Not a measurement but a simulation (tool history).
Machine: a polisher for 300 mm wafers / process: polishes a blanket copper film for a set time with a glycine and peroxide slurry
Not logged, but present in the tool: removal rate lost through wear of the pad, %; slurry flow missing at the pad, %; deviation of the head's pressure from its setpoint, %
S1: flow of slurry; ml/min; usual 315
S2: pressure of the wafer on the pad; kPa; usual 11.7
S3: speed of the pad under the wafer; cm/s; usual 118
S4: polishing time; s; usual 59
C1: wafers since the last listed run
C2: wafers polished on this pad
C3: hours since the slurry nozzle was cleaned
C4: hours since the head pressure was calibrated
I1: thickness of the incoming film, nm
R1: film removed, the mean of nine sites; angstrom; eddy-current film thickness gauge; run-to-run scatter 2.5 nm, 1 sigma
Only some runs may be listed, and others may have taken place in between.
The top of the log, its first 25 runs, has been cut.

Run 26, hour 317.8: usual settings but S1 400 ml/min, S2 15.2 kPa, S3 90 cm/s, S4 78 s; C1 137; C2 869; C3 16.8; C4 725.2; I1 1679.2. Result: R1 3030 angstrom.
At hour 331.7: head pressure recalibrated.
Run 27, hour 332.2: usual settings but S1 360 ml/min, S4 79 s; C1 155; C2 1025; C3 31.2; C4 0.5; I1 1700.0. Result: R1 3016 angstrom.
Run 28, hour 348.8: usual settings but S3 90 cm/s; C1 208; C2 1233; C3 47.8; C4 17.1; I1 1684.8. Result: R1 1927 angstrom.
Run 29, hour 355.0: usual settings; C1 77; C2 1311; C3 54.0; C4 23.3; I1 1707.5. Result: R1 2188 angstrom.
At hour 365.0: worn pad replaced by a new one.
Run 30, hour 370.3: usual settings but S3 134 cm/s; C1 142; C2 66; C3 69.3; C4 38.6; I1 1664.6. Result: R1 2481 angstrom.
Run 31, hour 387.8: usual settings but S2 15.9 kPa; C1 220; C2 286; C3 86.8; C4 56.1; I1 1702.6. Result: R1 2801 angstrom.
Run 32, hour 402.6: usual settings; C1 186; C2 472; C3 101.6; C4 70.9; I1 1705.9. Result: R1 2236 angstrom.
Run 33, hour 415.8: usual settings but S1 345 ml/min, S3 90 cm/s; C1 166; C2 638; C3 114.8; C4 84.1; I1 1678.5. Result: R1 1986 angstrom.
Run 34, hour 425.7: usual settings but S1 355 ml/min; C1 124; C2 763; C3 124.7; C4 94.0; I1 1695.4. Result: R1 2240 angstrom.
Run 35, hour 443.6: usual settings but S3 142 cm/s, S4 69 s; C1 225; C2 988; C3 142.6; C4 111.9; I1 1664.9. Result: R1 2799 angstrom.
Run 36, hour 456.5: usual settings but S2 14.5 kPa, S3 140 cm/s; C1 162; C2 1150; C3 155.5; C4 124.8; I1 1671.1. Result: R1 2684 angstrom.
Run 37, hour 464.9: usual settings but S1 235 ml/min, S2 8.3 kPa; C1 105; C2 1256; C3 163.9; C4 133.2; I1 1701.4. Result: R1 1711 angstrom.
At hour 470.1: worn pad replaced by a new one.
Run 38, hour 479.3: usual settings but S2 7.6 kPa, S3 130 cm/s; C1 130; C2 115; C3 178.3; C4 147.6; I1 1678.8. Result: R1 1865 angstrom.

Branching from run 38: 3 alternative next runs. What would each branch give?
Run A, hour 479.7: usual settings; C1 5; C2 120; C3 178.7; C4 148.0; I1 1674.7. Result: R1 ?.
Run B, hour 479.7: usual settings but S1 370 ml/min, S2 14.5 kPa, S4 69 s; C1 5; C2 120; C3 178.7; C4 148.0; I1 1674.7. Result: R1 ?.
Run C, hour 479.7: usual settings but S1 375 ml/min, S2 13.1 kPa, S3 144 cm/s, S4 52 s; C1 5; C2 120; C3 178.7; C4 148.0; I1 1674.7. Result: R1 ?.

run    R1
  A  2281
  B  3098
  C  2451
What these runs would have given with no unlogged condition in the tool:
run    R1
  A  2387
  B  3228
  C  2553
